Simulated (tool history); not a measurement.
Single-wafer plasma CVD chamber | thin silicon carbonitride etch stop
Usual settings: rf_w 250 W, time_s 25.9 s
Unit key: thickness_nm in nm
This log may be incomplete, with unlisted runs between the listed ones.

run,hour,rf_w,time_s,"read-back reference wafer on the same gauge, thickness_nm",thickness_nm
1,0,270,25.9,15.112,16.517
2,66.4,265,25.9,15.108,16.567
3,170.1,265,25.9,15.093,16.461
4,215,265,25.9,15.085,16.465
5,269.6,250,25.9,15.083,16.246
6,331,250,25.9,15.109,16.262
7,392.8,250,25.9,15.106,16.175
8,458.8,250,25.9,15.107,16.182
# hour 506.5: showerhead replaced, of another model than before
9,506.9,250,25.9,15.103,16.246
10,585,250,25.9,15.097,16.23
# hour 669.9: RF generator calibrated
11,671.2,225,25.9,15.12,16.086
# hour 688.1: gauge calibrated
12,758.4,225,21.3,15.116,13.376
13,829,250,25.9,15.115,16.458
14,930.8,290,22.8,15.101,14.824
15,1059.6,250,29.3,15.087,18.529
# hour 1079.3: thermocouple changed; heater temperature recalibrated
16,1105.9,250,22.9,15.086,14.476
17,1191,225,30.1,15.107,18.566
18,1274.8,250,25.9,15.097,16.315
19,1357.4,210,24.6,15.095,15.077
20,1438.8,250,23.8,15.096,15.038
21,1508.1,250,25.9,15.105,16.3
22,1552.8,210,22.1,15.101,13.468

What was the tool's hidden state at every run in the log?
wafer temperature above the value expected at the setpoint (K): 0 across all the runs
gauge reads high (%): 0 across all the runs
H1: delivered RF power above the setpoint (%)
run,H1
1,-4.91
2,-5.37
3,-6.08
4,-6.39
5,-6.76
6,-7.18
7,-7.61
8,-8.06
9,-8.39
10,-8.92
11,-0.434
12,-1.03
13,-1.52
14,-2.21
15,-3.1
16,-3.41
17,-4
18,-4.57
19,-5.14
20,-5.7
21,-6.17
22,-6.48
